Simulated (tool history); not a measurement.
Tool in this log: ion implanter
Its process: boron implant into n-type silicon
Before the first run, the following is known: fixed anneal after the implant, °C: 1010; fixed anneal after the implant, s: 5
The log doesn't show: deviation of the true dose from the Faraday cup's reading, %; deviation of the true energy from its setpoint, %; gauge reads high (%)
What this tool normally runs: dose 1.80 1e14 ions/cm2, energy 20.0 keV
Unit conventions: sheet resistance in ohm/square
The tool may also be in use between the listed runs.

run,hour,dose,energy,wafers since the last listed run,hours since the last dose calibration,hours since the extraction supply was calibrated,hours since the gauge calibration,"read-back reference wafer on the same gauge, sheet resistance",sheet resistance
1,0.0,1.40,20.0,0,317.9,5542.5,375.5,474.11,597.99
2,59.0,1.58,23.0,591,376.9,5601.5,434.5,473.74,533.12
3,95.9,1.58,23.0,369,413.8,5638.4,471.4,474.04,533.14
4,132.4,1.80,20.0,365,450.3,5674.9,507.9,474.17,490.46
5,162.1,1.80,20.0,297,480.0,5704.6,537.6,474.09,489.68
6,187.0,1.80,20.0,249,504.9,5729.5,562.5,473.82,490.18
7,220.1,1.53,20.0,331,538.0,5762.6,595.6,473.85,558.23
8,317.0,1.53,20.0,970,634.9,5859.5,692.5,474.24,559.44
9,385.4,1.80,17.5,685,703.3,5927.9,760.9,474.25,501.30
10,433.4,1.80,20.0,480,751.3,5975.9,808.9,474.05,491.84
11,493.1,1.80,20.0,598,811.0,6035.6,868.6,473.94,492.70
# hour 542.4: Faraday cup replaced and dose calibrated
12,542.9,1.80,20.0,418,0.5,6085.4,918.4,474.20,485.11
13,574.5,1.49,16.0,316,32.1,6117.0,950.0,474.11,581.69
# hour 592.8: extraction supply calibrated
# hour 602.8: gauge calibrated
14,616.5,1.26,15.5,340,74.1,23.7,13.7,473.99,668.73
15,650.9,2.34,13.5,344,108.5,58.1,48.1,474.18,415.89
16,703.8,1.62,26.0,529,161.4,111.0,101.0,474.07,511.46
17,747.4,1.40,20.0,436,205.0,154.6,144.6,474.28,596.19
18,774.7,1.80,20.0,273,232.3,181.9,171.9,473.78,490.00
19,825.4,2.28,20.0,507,283.0,232.6,222.6,473.98,406.40
20,859.4,1.33,17.5,340,317.0,266.6,256.6,474.12,634.06
21,908.3,1.53,20.0,489,365.9,315.5,305.5,473.94,557.93
22,956.7,2.33,26.0,484,414.3,363.9,353.9,474.24,387.66
23,1001.6,1.80,14.0,449,459.2,408.8,398.8,474.16,516.85
24,1029.4,1.30,15.0,278,487.0,436.6,426.6,474.36,660.71
25,1059.8,1.57,22.5,304,517.4,467.0,457.0,474.12,540.09
26,1133.7,1.98,23.5,740,591.3,540.9,530.9,473.97,448.15
27,1175.7,1.47,15.0,420,633.3,582.9,572.9,473.94,602.93

Here are 4 independent what-if runs from the current tool condition. What would each one return?
A,1176.1,1.80,20.0,4,633.7,583.3,573.3,?,?
B,1176.1,2.02,16.5,4,633.7,583.3,573.3,?,?
C,1176.1,1.46,20.0,4,633.7,583.3,573.3,?,?
D,1176.1,1.97,16.0,4,633.7,583.3,573.3,?,?

run,"read-back reference wafer on the same gauge, sheet resistance",sheet resistance
A,473.84,493.50
B,473.84,461.77
C,473.84,581.50
D,473.84,473.09
Without the tool's hidden state the same runs would have given:
run,sheet resistance
A,483.53
B,452.27
C,569.93
D,463.35

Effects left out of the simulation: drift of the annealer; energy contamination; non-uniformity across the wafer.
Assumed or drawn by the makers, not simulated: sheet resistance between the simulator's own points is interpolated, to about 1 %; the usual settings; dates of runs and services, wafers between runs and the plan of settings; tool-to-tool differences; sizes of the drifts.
